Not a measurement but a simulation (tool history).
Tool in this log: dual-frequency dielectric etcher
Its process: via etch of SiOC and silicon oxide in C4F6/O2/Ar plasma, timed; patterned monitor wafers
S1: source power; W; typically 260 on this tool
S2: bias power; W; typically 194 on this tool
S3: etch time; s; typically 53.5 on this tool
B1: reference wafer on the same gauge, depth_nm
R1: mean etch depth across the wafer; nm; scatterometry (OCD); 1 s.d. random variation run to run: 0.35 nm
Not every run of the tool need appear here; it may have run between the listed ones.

Run 1, hour 0.0: usual settings; B1 52.9. Result: R1 53.6 nm.
Run 2, hour 61.7: usual settings; B1 52.9. Result: R1 53.7 nm.
At hour 113.3: wet clean of the chamber.
Run 3, hour 166.2: usual settings; B1 52.9. Result: R1 53.3 nm.
Run 4, hour 224.5: usual settings; B1 53.2. Result: R1 53.9 nm.
Run 5, hour 300.0: usual settings; B1 53.1. Result: R1 52.9 nm.
Run 6, hour 376.7: usual settings but S2 175 W, S3 42.0 s; B1 53.1. Result: R1 39.6 nm.
Run 7, hour 429.0: usual settings but S2 175 W, S3 42.0 s; B1 53.2. Result: R1 40.0 nm.
Run 8, hour 487.5: usual settings but S3 65.0 s; B1 53.2. Result: R1 64.6 nm.
At hour 547.3: upper electrode replaced.
Run 9, hour 590.5: usual settings but S3 65.0 s; B1 53.2. Result: R1 65.5 nm.
At hour 605.7: source power generator calibrated.
Run 10, hour 649.9: usual settings but S3 65.0 s; B1 53.2. Result: R1 65.6 nm.
At hour 700.7: wet clean of the chamber.
Run 11, hour 701.2: usual settings; B1 53.2. Result: R1 53.8 nm.
Run 12, hour 781.4: usual settings; B1 53.2. Result: R1 54.0 nm.
Run 13, hour 846.8: usual settings; B1 53.3. Result: R1 53.7 nm.
At hour 905.7: gauge calibrated.
Run 14, hour 918.7: usual settings but S2 218 W; B1 51.1. Result: R1 54.6 nm.
Run 15, hour 980.6: usual settings; B1 51.2. Result: R1 52.1 nm.
Run 16, hour 1031.1: usual settings; B1 51.5. Result: R1 52.9 nm.
Run 17, hour 1100.4: usual settings but S1 210 W, S2 166 W; B1 51.8. Result: R1 44.5 nm.
At hour 1117.8: bias power generator calibrated.
Run 18, hour 1199.7: usual settings but S1 280 W, S2 228 W, S3 40.0 s; B1 52.0. Result: R1 43.3 nm.
Run 19, hour 1243.8: usual settings but S1 230 W, S3 61.5 s; B1 51.9. Result: R1 58.6 nm.
At hour 1307.6: wet clean of the chamber.
Run 20, hour 1312.3: usual settings but S1 310 W, S2 168 W, S3 69.0 s; B1 52.1. Result: R1 67.7 nm.
Run 21, hour 1377.8: usual settings but S1 290 W, S2 159 W, S3 59.0 s; B1 52.3. Result: R1 54.6 nm.
Run 22, hour 1449.2: usual settings but S1 200 W, S3 40.0 s; B1 52.4. Result: R1 36.6 nm.
Run 23, hour 1499.6: usual settings but S2 153 W, S3 62.5 s; B1 52.5. Result: R1 55.2 nm.
Run 24, hour 1606.9: usual settings; B1 52.6. Result: R1 54.2 nm.
At hour 1778.5: wet clean of the chamber.
Run 25, hour 1837.0: usual settings; B1 52.8. Result: R1 53.5 nm.
Run 26, hour 1874.0: usual settings but S1 210 W, S2 176 W, S3 59.0 s; B1 52.7. Result: R1 52.2 nm.
Run 27, hour 1947.0: usual settings but S2 236 W, S3 40.0 s; B1 52.7. Result: R1 44.2 nm.
Run 28, hour 2015.0: usual settings but S1 280 W, S2 228 W, S3 40.0 s; B1 52.8. Result: R1 44.6 nm.
Run 29, hour 2061.3: usual settings; B1 52.8. Result: R1 54.0 nm.

How would selected steps in R1 from run to run divide? Give the signed amount a tool lacking its hidden state would still show from settings, what came in and random variation, and the signed amount left for the hidden state, including any gauge scatter that is not in both of the compared results.
The hidden state here: etch rate over this chamber's usual, %; source power that arrives over what is set, %; bias power that arrives over what is set, %; gauge reads high (%).
Run 7 -> 8: S2 175 -> 194, S3 42.0 -> 65.0. R1 +24.6 nm: hidden state +1.0, all else +23.6.
Run 13 -> 14: S2 194 -> 218, gauge calibrated. R1 +0.9 nm: hidden state -2.3, all else +3.2.
Run 22 -> 23: S1 200 -> 260, S2 194 -> 153, S3 40.0 -> 62.5. R1 +18.6 nm: hidden state +0.4, all else +18.2.
